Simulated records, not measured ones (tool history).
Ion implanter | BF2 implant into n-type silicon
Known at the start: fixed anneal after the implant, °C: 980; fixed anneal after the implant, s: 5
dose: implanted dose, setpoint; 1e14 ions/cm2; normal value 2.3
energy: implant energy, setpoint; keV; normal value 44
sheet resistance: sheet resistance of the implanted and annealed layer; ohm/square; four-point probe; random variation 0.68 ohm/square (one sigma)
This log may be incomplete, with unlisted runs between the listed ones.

| run | day | dose | energy | wafers since the last listed run | hours since the last dose calibration | hours since the extraction supply was calibrated | hours since the gauge calibration | read-back reference wafer on the same gauge, sheet resistance | sheet resistance |
|---|---|---|---|---|---|---|---|---|---|
| 1 | 0 | 2.15 | 50 | 0 | 1368.5 | 5108.6 | 339.2 | 542.23 | 462.9 |
| 2 | 1.092 | 2.15 | 50 | 726 | 1394.7 | 5134.8 | 365.4 | 541.93 | 462.64 |
| 3 | 4.662 | 2.15 | 50 | 2377 | 1480.4 | 5220.5 | 451.1 | 542.21 | 462.82 |
| 4 | 6.458 | 2.3 | 44 | 1195 | 1523.5 | 5263.6 | 494.2 | 541.87 | 444.38 |
| 5 | 7.588 | 2.3 | 44 | 751 | 1550.6 | 5290.7 | 521.3 | 542.02 | 444.42 |
| 6 | 9.858 | 1.81 | 44 | 1511 | 1605.1 | 5345.2 | 575.8 | 541.88 | 528.92 |
| 7 | 12.308 | 1.81 | 44 | 1631 | 1663.9 | 5404 | 634.6 | 541.64 | 528.09 |
| 8 | 13.488 | 1.81 | 44 | 785 | 1692.2 | 5432.3 | 662.9 | 541.78 | 528.71 |
| 9 | 16.342 | 2.3 | 44 | 1900 | 1760.7 | 5500.8 | 731.4 | 541.76 | 443.72 |
|  | 17.812 | extraction supply calibrated |
| 10 | 17.933 | 2.3 | 44 | 837 | 1798.9 | 2.9 | 769.6 | 542.01 | 444.73 |
| 11 | 20.679 | 2.3 | 44 | 1828 | 1864.8 | 68.8 | 835.5 | 542.06 | 444.31 |
| 12 | 23.058 | 2.3 | 57.5 | 1583 | 1921.9 | 125.9 | 892.6 | 542.01 | 431.6 |
|  | 24.617 | Faraday cup replaced and dose calibrated |
| 13 | 24.808 | 2.3 | 44 | 943 | 4.6 | 167.9 | 934.6 | 541.88 | 454.09 |
| 14 | 27.508 | 2.3 | 36 | 1797 | 69.4 | 232.7 | 999.4 | 541.91 | 457.79 |
| 15 | 29.592 | 2.3 | 44 | 1387 | 119.4 | 282.7 | 1049.4 | 541.99 | 453.54 |
| 16 | 31.554 | 2.84 | 34 | 1306 | 166.5 | 329.8 | 1096.5 | 542.03 | 383.88 |
| 17 | 33.5 | 1.61 | 58.5 | 1295 | 213.2 | 376.5 | 1143.2 | 541.94 | 565.81 |
| 18 | 35.812 | 2.3 | 32.5 | 1539 | 268.7 | 432 | 1198.7 | 541.65 | 455.66 |
|  | 36.392 | gauge calibrated |
| 19 | 40.046 | 2.3 | 50.5 | 2818 | 370.3 | 533.6 | 87.7 | 541.84 | 444.57 |
| 20 | 41.958 | 2.1 | 35.5 | 1273 | 416.2 | 579.5 | 133.6 | 542.03 | 485.67 |
| 21 | 43.488 | 2.11 | 44 | 1018 | 452.9 | 616.2 | 170.3 | 541.7 | 476.98 |
| 22 | 45.775 | 2.3 | 44 | 1522 | 507.8 | 671.1 | 225.2 | 541.9 | 447.45 |

Branching from run 22: 5 alternative next runs. What would each branch give?
| A | 45.792 | 2.3 | 44 | 11 | 508.2 | 671.5 | 225.6 | ? | ? |
| B | 45.792 | 2.79 | 39.5 | 11 | 508.2 | 671.5 | 225.6 | ? | ? |
| C | 45.792 | 1.64 | 51.5 | 11 | 508.2 | 671.5 | 225.6 | ? | ? |
| D | 45.792 | 2.53 | 29.5 | 11 | 508.2 | 671.5 | 225.6 | ? | ? |
| E | 45.792 | 2.72 | 57 | 11 | 508.2 | 671.5 | 225.6 | ? | ? |

| run | read-back reference wafer on the same gauge, sheet resistance | sheet resistance |
|---|---|---|
| A | 541.91 | 447.68 |
| B | 541.91 | 384.3 |
| C | 541.91 | 562.34 |
| D | 541.91 | 418.97 |
| E | 541.91 | 381.08 |
With no hidden state in the tool, these same runs would have given:
| run | sheet resistance |
|---|---|
| A | 452.65 |
| B | 389.05 |
| C | 567.83 |
| D | 423.93 |
| E | 385.71 |

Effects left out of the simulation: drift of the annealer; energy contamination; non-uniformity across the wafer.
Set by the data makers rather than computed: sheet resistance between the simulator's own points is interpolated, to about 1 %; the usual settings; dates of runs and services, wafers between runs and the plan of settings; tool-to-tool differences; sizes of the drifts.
